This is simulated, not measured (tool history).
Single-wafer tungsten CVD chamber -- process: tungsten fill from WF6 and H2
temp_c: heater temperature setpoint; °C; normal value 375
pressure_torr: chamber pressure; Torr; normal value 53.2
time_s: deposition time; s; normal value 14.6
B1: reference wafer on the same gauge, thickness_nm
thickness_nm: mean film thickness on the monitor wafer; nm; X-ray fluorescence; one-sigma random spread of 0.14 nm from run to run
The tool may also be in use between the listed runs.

{"run": 1, "hour": 0.0, "temp_c": 375, "pressure_torr": 53.2, "time_s": 14.6, "B1": 35.628, "thickness_nm": 36.613}
{"run": 2, "hour": 14.4, "temp_c": 375, "pressure_torr": 53.2, "time_s": 14.6, "B1": 35.554, "thickness_nm": 36.837}
{"run": 3, "hour": 37.1, "temp_c": 375, "pressure_torr": 53.2, "time_s": 14.6, "B1": 35.608, "thickness_nm": 36.747}
{"run": 4, "hour": 55.9, "temp_c": 375, "pressure_torr": 53.2, "time_s": 14.6, "B1": 35.597, "thickness_nm": 36.661}
{"run": 5, "hour": 75.8, "temp_c": 375, "pressure_torr": 53.2, "time_s": 14.6, "B1": 35.653, "thickness_nm": 36.893}
{"run": 6, "hour": 129.4, "temp_c": 375, "pressure_torr": 53.2, "time_s": 14.6, "B1": 35.58, "thickness_nm": 37.015}
{"run": 7, "hour": 149.4, "temp_c": 375, "pressure_torr": 53.2, "time_s": 14.6, "B1": 35.641, "thickness_nm": 36.879}
{"run": 8, "hour": 181.1, "temp_c": 375, "pressure_torr": 53.2, "time_s": 14.6, "B1": 35.611, "thickness_nm": 37.168}
{"run": 9, "hour": 194.4, "temp_c": 375, "pressure_torr": 53.2, "time_s": 16.8, "B1": 35.591, "thickness_nm": 42.887}
{"run": 10, "hour": 213.4, "temp_c": 375, "pressure_torr": 53.2, "time_s": 16.8, "B1": 35.535, "thickness_nm": 43.03}
{"hour": 252.4, "done": "thermocouple changed; heater temperature recalibrated"}
{"hour": 255.8, "done": "capacitance manometer re-zeroed and calibrated"}
{"hour": 281.5, "done": "gauge calibrated"}
{"run": 11, "hour": 314.6, "temp_c": 375, "pressure_torr": 59.0, "time_s": 16.8, "B1": 35.618, "thickness_nm": 41.583}
{"run": 12, "hour": 340.4, "temp_c": 375, "pressure_torr": 59.0, "time_s": 16.8, "B1": 35.616, "thickness_nm": 41.843}
{"run": 13, "hour": 369.9, "temp_c": 375, "pressure_torr": 53.2, "time_s": 16.6, "B1": 35.654, "thickness_nm": 39.328}
{"run": 14, "hour": 401.0, "temp_c": 375, "pressure_torr": 49.3, "time_s": 15.2, "B1": 35.597, "thickness_nm": 34.644}
{"run": 15, "hour": 417.7, "temp_c": 375, "pressure_torr": 53.2, "time_s": 12.3, "B1": 35.64, "thickness_nm": 29.083}
{"run": 16, "hour": 447.3, "temp_c": 380, "pressure_torr": 41.8, "time_s": 14.6, "B1": 35.646, "thickness_nm": 34.762}
{"run": 17, "hour": 468.5, "temp_c": 375, "pressure_torr": 53.2, "time_s": 14.6, "B1": 35.628, "thickness_nm": 34.44}
{"run": 18, "hour": 483.5, "temp_c": 385, "pressure_torr": 42.3, "time_s": 11.9, "B1": 35.666, "thickness_nm": 31.808}
{"run": 19, "hour": 511.3, "temp_c": 375, "pressure_torr": 53.2, "time_s": 14.6, "B1": 35.613, "thickness_nm": 34.306}
{"run": 20, "hour": 545.1, "temp_c": 375, "pressure_torr": 59.0, "time_s": 16.8, "B1": 35.572, "thickness_nm": 41.523}
{"run": 21, "hour": 571.5, "temp_c": 375, "pressure_torr": 53.2, "time_s": 12.5, "B1": 35.597, "thickness_nm": 29.449}
{"hour": 604.2, "done": "showerhead replaced"}
{"run": 22, "hour": 604.7, "temp_c": 363, "pressure_torr": 53.2, "time_s": 14.6, "B1": 35.578, "thickness_nm": 25.464}

Run 23, settings as shown, results not yet in. Your forecast:
{"run": 23, "hour": 613.8, "temp_c": 375, "pressure_torr": 53.2, "time_s": 14.6, "B1": "?", "thickness_nm": "?"}

B1: 35.578
thickness_nm: 34.449 nm
If the tool had no hidden condition, the same run with the same run-to-run variation would have returned thickness_nm 34.764 nm.
